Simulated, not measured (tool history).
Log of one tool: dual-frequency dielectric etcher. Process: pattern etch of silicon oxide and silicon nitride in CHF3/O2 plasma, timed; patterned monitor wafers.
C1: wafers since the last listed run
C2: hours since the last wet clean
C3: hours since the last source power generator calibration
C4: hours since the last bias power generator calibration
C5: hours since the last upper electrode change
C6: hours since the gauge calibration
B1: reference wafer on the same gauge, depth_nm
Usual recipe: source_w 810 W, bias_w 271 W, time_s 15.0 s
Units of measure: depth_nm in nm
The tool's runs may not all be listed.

Run 1, day 0.000: usual settings; C1 0; C2 111.6; C3 3116.4; C4 1851.4; C5 2071.3; C6 573.8; B1 25.44. Result: depth_nm 28.30 nm.
Run 2, day 1.696: usual settings; C1 722; C2 152.3; C3 3157.1; C4 1892.1; C5 2112.0; C6 614.5; B1 25.53. Result: depth_nm 28.14 nm.
Run 3, day 2.812: usual settings; C1 475; C2 179.1; C3 3183.9; C4 1918.9; C5 2138.8; C6 641.3; B1 25.55. Result: depth_nm 28.10 nm.
Run 4, day 5.292: usual settings; C1 1055; C2 238.6; C3 3243.4; C4 1978.4; C5 2198.3; C6 700.8; B1 25.41. Result: depth_nm 27.83 nm.
Run 5, day 7.312: usual settings; C1 860; C2 287.1; C3 3291.9; C4 2026.9; C5 2246.8; C6 749.3; B1 25.44. Result: depth_nm 28.08 nm.
Run 6, day 9.938: usual settings; C1 1117; C2 350.1; C3 3354.9; C4 2089.9; C5 2309.8; C6 812.3; B1 25.54. Result: depth_nm 27.84 nm.
Run 7, day 11.200: usual settings; C1 537; C2 380.4; C3 3385.2; C4 2120.2; C5 2340.1; C6 842.6; B1 25.54. Result: depth_nm 28.04 nm.
Run 8, day 13.771: usual settings; C1 1094; C2 442.1; C3 3446.9; C4 2181.9; C5 2401.8; C6 904.3; B1 25.60. Result: depth_nm 27.75 nm.
At day 15.675: wet clean of the chamber.
Run 9, day 15.696: usual settings; C1 393; C2 0.5; C3 3493.1; C4 2228.1; C5 2448.0; C6 950.5; B1 25.51. Result: depth_nm 28.25 nm.
Run 10, day 17.233: usual settings but source_w 870 W, time_s 18.0 s; C1 654; C2 37.4; C3 3530.0; C4 2265.0; C5 2484.9; C6 987.4; B1 25.53. Result: depth_nm 35.03 nm.
Run 11, day 19.042: usual settings but bias_w 325 W, time_s 16.5 s; C1 769; C2 80.8; C3 3573.4; C4 2308.4; C5 2528.3; C6 1030.8; B1 25.44. Result: depth_nm 33.35 nm.
At day 22.217: upper electrode replaced.
Run 12, day 22.238: usual settings but source_w 730 W, bias_w 312 W, time_s 16.0 s; C1 934; C2 157.5; C3 3650.1; C4 2385.1; C5 0.5; C6 1107.5; B1 25.43. Result: depth_nm 30.48 nm.
At day 26.554: bias power generator calibrated.
At day 27.229: source power generator calibrated.
Run 13, day 30.242: usual settings; C1 3265; C2 349.6; C3 72.3; C4 88.5; C5 192.6; C6 1299.6; B1 25.43. Result: depth_nm 27.81 nm.
Run 14, day 31.988: usual settings but source_w 960 W, bias_w 219 W; C1 743; C2 391.5; C3 114.2; C4 130.4; C5 234.5; C6 1341.5; B1 25.45. Result: depth_nm 27.25 nm.
Run 15, day 34.942: usual settings; C1 1257; C2 462.4; C3 185.1; C4 201.3; C5 305.4; C6 1412.4; B1 25.49. Result: depth_nm 27.59 nm.
At day 37.575: wet clean of the chamber.
At day 38.092: gauge calibrated.
Run 16, day 38.396: usual settings but bias_w 309 W, time_s 14.0 s; C1 1044; C2 19.7; C3 268.0; C4 284.2; C5 388.3; C6 7.3; B1 25.48. Result: depth_nm 27.55 nm.
Run 17, day 40.658: usual settings but time_s 11.5 s; C1 963; C2 74.0; C3 322.3; C4 338.5; C5 442.6; C6 61.6; B1 25.50. Result: depth_nm 21.51 nm.
Run 18, day 43.021: usual settings but source_w 690 W, bias_w 234 W, time_s 17.0 s; C1 1005; C2 130.7; C3 379.0; C4 395.2; C5 499.3; C6 118.3; B1 25.58. Result: depth_nm 28.71 nm.
Run 19, day 44.288: usual settings; C1 539; C2 161.1; C3 409.4; C4 425.6; C5 529.7; C6 148.7; B1 25.52. Result: depth_nm 28.25 nm.
Run 20, day 46.475: usual settings but bias_w 294 W; C1 931; C2 213.6; C3 461.9; C4 478.1; C5 582.2; C6 201.2; B1 25.50. Result: depth_nm 29.13 nm.
Run 21, day 49.167: usual settings but source_w 680 W, bias_w 218 W, time_s 17.5 s; C1 1145; C2 278.2; C3 526.5; C4 542.7; C5 646.8; C6 265.8; B1 25.49. Result: depth_nm 28.74 nm.
Run 22, day 51.225: usual settings; C1 876; C2 327.6; C3 575.9; C4 592.1; C5 696.2; C6 315.2; B1 25.51. Result: depth_nm 28.07 nm.
Run 23, day 52.258: usual settings but source_w 910 W, bias_w 241 W, time_s 12.0 s; C1 439; C2 352.4; C3 600.7; C4 616.9; C5 721.0; C6 340.0; B1 25.55. Result: depth_nm 22.02 nm.
Run 24, day 54.538: usual settings but source_w 680 W, time_s 12.0 s; C1 970; C2 407.1; C3 655.4; C4 671.6; C5 775.7; C6 394.7; B1 25.53. Result: depth_nm 21.20 nm.
Run 25, day 56.279: usual settings; C1 741; C2 448.9; C3 697.2; C4 713.4; C5 817.5; C6 436.5; B1 25.61. Result: depth_nm 27.64 nm.
At day 58.108: wet clean of the chamber.
Run 26, day 58.912: usual settings but source_w 970 W, time_s 17.5 s; C1 695; C2 19.3; C3 760.4; C4 776.6; C5 880.7; C6 499.7; B1 25.60. Result: depth_nm 35.04 nm.
Run 27, day 60.496: usual settings but source_w 630 W, bias_w 317 W, time_s 13.0 s; C1 674; C2 57.3; C3 798.4; C4 814.6; C5 918.7; C6 537.7; B1 25.50. Result: depth_nm 24.22 nm.
Run 28, day 68.125: usual settings but source_w 970 W, bias_w 312 W, time_s 10.5 s; C1 3248; C2 240.4; C3 981.5; C4 997.7; C5 1101.8; C6 720.8; B1 25.46. Result: depth_nm 21.82 nm.
Run 29, day 69.475: usual settings; C1 574; C2 272.8; C3 1013.9; C4 1030.1; C5 1134.2; C6 753.2; B1 25.58. Result: depth_nm 28.28 nm.

The same runs without the tool's hidden state, with the same run-to-run variation:
Hidden state present: etch rate over this chamber's usual, %; source power that arrives over what is set, %; bias power that arrives over what is set, %; gauge reads high (%).
run  depth_nm
  1     28.44
  2     28.35
  3     28.35
  4     28.16
  5     28.49
  6     28.34
  7     28.60
  8     28.39
  9     28.31
 10     35.17
 11     33.56
 12     30.80
 13     28.40
 14     27.88
 15     28.34
 16     27.53
 17     21.56
 18     28.86
 19     28.44
 20     29.42
 21     29.12
 22     28.52
 23     22.40
 24     21.63
 25     28.27
 26     34.86
 27     24.14
 28     21.96
 29     28.51
